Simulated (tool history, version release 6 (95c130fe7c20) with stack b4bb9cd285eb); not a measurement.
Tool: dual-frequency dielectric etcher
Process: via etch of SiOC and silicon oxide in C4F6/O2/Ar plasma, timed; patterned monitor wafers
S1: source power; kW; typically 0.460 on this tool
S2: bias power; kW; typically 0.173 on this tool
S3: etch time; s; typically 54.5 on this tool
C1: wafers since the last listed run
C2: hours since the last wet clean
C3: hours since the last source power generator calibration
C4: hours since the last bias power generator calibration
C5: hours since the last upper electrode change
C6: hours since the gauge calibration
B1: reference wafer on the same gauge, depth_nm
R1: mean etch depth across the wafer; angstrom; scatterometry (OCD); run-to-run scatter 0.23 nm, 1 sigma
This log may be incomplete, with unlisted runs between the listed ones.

run	hour	S1	S2	S3	C1	C2	C3	C4	C5	C6	B1	R1
1	0.0	0.460	0.173	54.5	0	75.7	133.8	184.2	5378.7	238.5	71.5	602
2	90.8	0.460	0.173	54.5	687	166.5	224.6	275.0	5469.5	329.3	71.5	603
3	187.9	0.460	0.173	54.5	735	263.6	321.7	372.1	5566.6	426.4	71.5	603
4	284.7	0.460	0.173	54.5	732	360.4	418.5	468.9	5663.4	523.2	71.5	606
# hour 317.7: source power generator calibrated, repeated, since the last time left the tool worse
# hour 372.2: upper electrode replaced
5	372.7	0.460	0.173	54.5	454	448.4	55.0	556.9	0.5	611.2	71.4	616
6	425.5	0.460	0.173	54.5	399	501.2	107.8	609.7	53.3	664.0	71.5	617
7	509.4	0.510	0.187	60.0	635	585.1	191.7	693.6	137.2	747.9	71.5	728
8	563.5	0.430	0.173	68.0	409	639.2	245.8	747.7	191.3	802.0	71.4	757
# hour 613.0: wet clean of the chamber
9	623.6	0.460	0.173	54.5	273	10.6	305.9	807.8	251.4	862.1	71.5	616
10	687.9	0.360	0.173	68.0	486	74.9	370.2	872.1	315.7	926.4	71.5	718
11	750.6	0.460	0.173	54.5	474	137.6	432.9	934.8	378.4	989.1	71.5	618
12	820.4	0.460	0.173	54.5	528	207.4	502.7	1004.6	448.2	1058.9	71.5	611
13	898.6	0.530	0.173	63.0	592	285.6	580.9	1082.8	526.4	1137.1	71.4	740
14	1004.0	0.350	0.132	65.5	798	391.0	686.3	1188.2	631.8	1242.5	71.5	599
15	1042.1	0.530	0.209	54.5	288	429.1	724.4	1226.3	669.9	1280.6	71.6	707
16	1153.9	0.460	0.173	54.5	846	540.9	836.2	1338.1	781.7	1392.4	71.5	620
17	1200.5	0.460	0.173	64.0	352	587.5	882.8	1384.7	828.3	1439.0	71.5	728
18	1298.3	0.460	0.173	54.5	740	685.3	980.6	1482.5	926.1	1536.8	71.5	622
# hour 1347.8: wet clean of the chamber
19	1376.0	0.400	0.173	54.5	406	28.2	1058.3	1560.2	1003.8	1614.5	71.6	595
20	1455.7	0.400	0.162	62.0	603	107.9	1138.0	1639.9	1083.5	1694.2	71.5	654
21	1532.3	0.510	0.192	40.0	580	184.5	1214.6	1716.5	1160.1	1770.8	71.6	496
22	1601.5	0.360	0.173	54.5	523	253.7	1283.8	1785.7	1229.3	1840.0	71.5	579
23	1685.6	0.460	0.173	45.5	636	337.8	1367.9	1869.8	1313.4	1924.1	71.5	517
24	1754.5	0.400	0.173	61.5	521	406.7	1436.8	1938.7	1382.3	1993.0	71.4	673
25	1844.4	0.460	0.136	54.5	680	496.6	1526.7	2028.6	1472.2	2082.9	71.5	547
26	1939.4	0.410	0.173	54.5	719	591.6	1621.7	2123.6	1567.2	2177.9	71.5	600
# hour 2021.4: wet clean of the chamber
27	2021.9	0.460	0.173	54.5	442	0.5	1704.2	2206.1	1649.7	2260.4	71.5	622
28	2098.7	0.380	0.207	61.5	581	77.3	1781.0	2282.9	1726.5	2337.2	71.5	722
29	2187.1	0.460	0.202	54.5	669	165.7	1869.4	2371.3	1814.9	2425.6	71.5	671

Forecast each of these 5 alternatives for the next run:
A	2187.5	0.340	0.173	54.5	3	166.1	1869.8	2371.7	1815.3	2426.0	?	?
B	2187.5	0.460	0.173	48.0	3	166.1	1869.8	2371.7	1815.3	2426.0	?	?
C	2187.5	0.460	0.208	47.5	3	166.1	1869.8	2371.7	1815.3	2426.0	?	?
D	2187.5	0.550	0.141	54.5	3	166.1	1869.8	2371.7	1815.3	2426.0	?	?
E	2187.5	0.400	0.205	44.5	3	166.1	1869.8	2371.7	1815.3	2426.0	?	?

run	B1	R1
A	71.5	570
B	71.5	545
C	71.5	591
D	71.5	587
E	71.5	529
Take away the tool's hidden state, keep each run's random variation, and the runs would have read:
run	R1
A	564
B	539
C	585
D	581
E	523
